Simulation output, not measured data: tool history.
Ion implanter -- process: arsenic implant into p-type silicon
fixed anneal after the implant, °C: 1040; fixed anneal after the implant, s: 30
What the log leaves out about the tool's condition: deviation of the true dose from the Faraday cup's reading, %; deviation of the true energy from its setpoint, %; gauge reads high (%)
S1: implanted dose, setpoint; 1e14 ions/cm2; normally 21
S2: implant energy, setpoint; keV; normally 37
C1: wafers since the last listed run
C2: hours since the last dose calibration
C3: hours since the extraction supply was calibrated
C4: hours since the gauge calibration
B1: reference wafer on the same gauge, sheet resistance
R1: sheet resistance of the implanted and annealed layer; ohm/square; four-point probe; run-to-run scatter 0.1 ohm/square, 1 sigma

run 1 hour=0 | S1=21 S2=40.5 | C1=0 C2=1169.1 C3=5983.5 C4=286.2 | B1=65.5 | R1=64.73
run 2 hour=25.5 | S1=21 S2=40.5 | C1=511 C2=1194.6 C3=6009 C4=311.7 | B1=65.47 | R1=64.72
run 3 hour=38.5 | S1=21 S2=40.5 | C1=260 C2=1207.6 C3=6022 C4=324.7 | B1=65.53 | R1=64.58
run 4 hour=55.8 | S1=24.65 S2=33.5 | C1=347 C2=1224.9 C3=6039.3 C4=342 | B1=65.51 | R1=63.41
run 5 hour=84.8 | S1=24.65 S2=33.5 | C1=581 C2=1253.9 C3=6068.3 C4=371 | B1=65.54 | R1=63.23
run 6 hour=111.4 | S1=21 S2=37 | C1=533 C2=1280.5 C3=6094.9 C4=397.6 | B1=65.51 | R1=66.16
run 7 hour=138.9 | S1=21 S2=37 | C1=551 C2=1308 C3=6122.4 C4=425.1 | B1=65.51 | R1=66
run 8 hour=173.9 | S1=21 S2=37 | C1=702 C2=1343 C3=6157.4 C4=460.1 | B1=65.46 | R1=65.98
run 9 hour=196.7 | S1=25.96 S2=37 | C1=457 C2=1365.8 C3=6180.2 C4=482.9 | B1=65.45 | R1=60.21
run 10 hour=218.8 | S1=26.83 S2=45 | C1=443 C2=1387.9 C3=6202.3 C4=505 | B1=65.47 | R1=56.1
run 11 hour=250.5 | S1=24.43 S2=37 | C1=635 C2=1419.6 C3=6234 C4=536.7 | B1=65.48 | R1=61.52
-- hour=252.3 gauge calibrated
-- hour=267.3 Faraday cup replaced and dose calibrated
run 12 hour=307.5 | S1=24.65 S2=33.5 | C1=982 C2=40.2 C3=6291 C4=55.2 | B1=65.51 | R1=64.1
-- hour=333.2 extraction supply calibrated
run 13 hour=333.7 | S1=21 S2=37 | C1=365 C2=66.4 C3=0.5 C4=81.4 | B1=65.52 | R1=67.15
run 14 hour=346.8 | S1=21 S2=31 | C1=262 C2=79.5 C3=13.6 C4=94.5 | B1=65.46 | R1=69.99
run 15 hour=378.9 | S1=18.4 S2=44 | C1=643 C2=111.6 C3=45.7 C4=126.6 | B1=65.52 | R1=69.04
run 16 hour=410.5 | S1=15.48 S2=50 | C1=633 C2=143.2 C3=77.3 C4=158.2 | B1=65.46 | R1=74.44
run 17 hour=438.8 | S1=24.2 S2=27.5 | C1=567 C2=171.5 C3=105.6 C4=186.5 | B1=65.5 | R1=67.89
run 18 hour=471.3 | S1=21 S2=37 | C1=651 C2=204 C3=138.1 C4=219 | B1=65.51 | R1=67.2
run 19 hour=504.5 | S1=25.55 S2=28.5 | C1=666 C2=237.2 C3=171.3 C4=252.2 | B1=65.54 | R1=65.92

Here are 3 independent what-if runs from the current tool condition. What would each one return?
run A hour=504.9 | S1=21 S2=37 | C1=8 C2=237.6 C3=171.7 C4=252.6 | B1=? | R1=?
run B hour=504.9 | S1=15.8 S2=30 | C1=8 C2=237.6 C3=171.7 C4=252.6 | B1=? | R1=?
run C hour=504.9 | S1=15.75 S2=43.5 | C1=8 C2=237.6 C3=171.7 C4=252.6 | B1=? | R1=?

run=A B1=65.49 R1=67.01
run=B B1=65.49 R1=81.12
run=C B1=65.49 R1=75.7
Take away the tool's hidden state, keep each run's random variation, and the runs would have read:
run=A R1=66.94
run=B R1=81.02
run=C R1=75.59

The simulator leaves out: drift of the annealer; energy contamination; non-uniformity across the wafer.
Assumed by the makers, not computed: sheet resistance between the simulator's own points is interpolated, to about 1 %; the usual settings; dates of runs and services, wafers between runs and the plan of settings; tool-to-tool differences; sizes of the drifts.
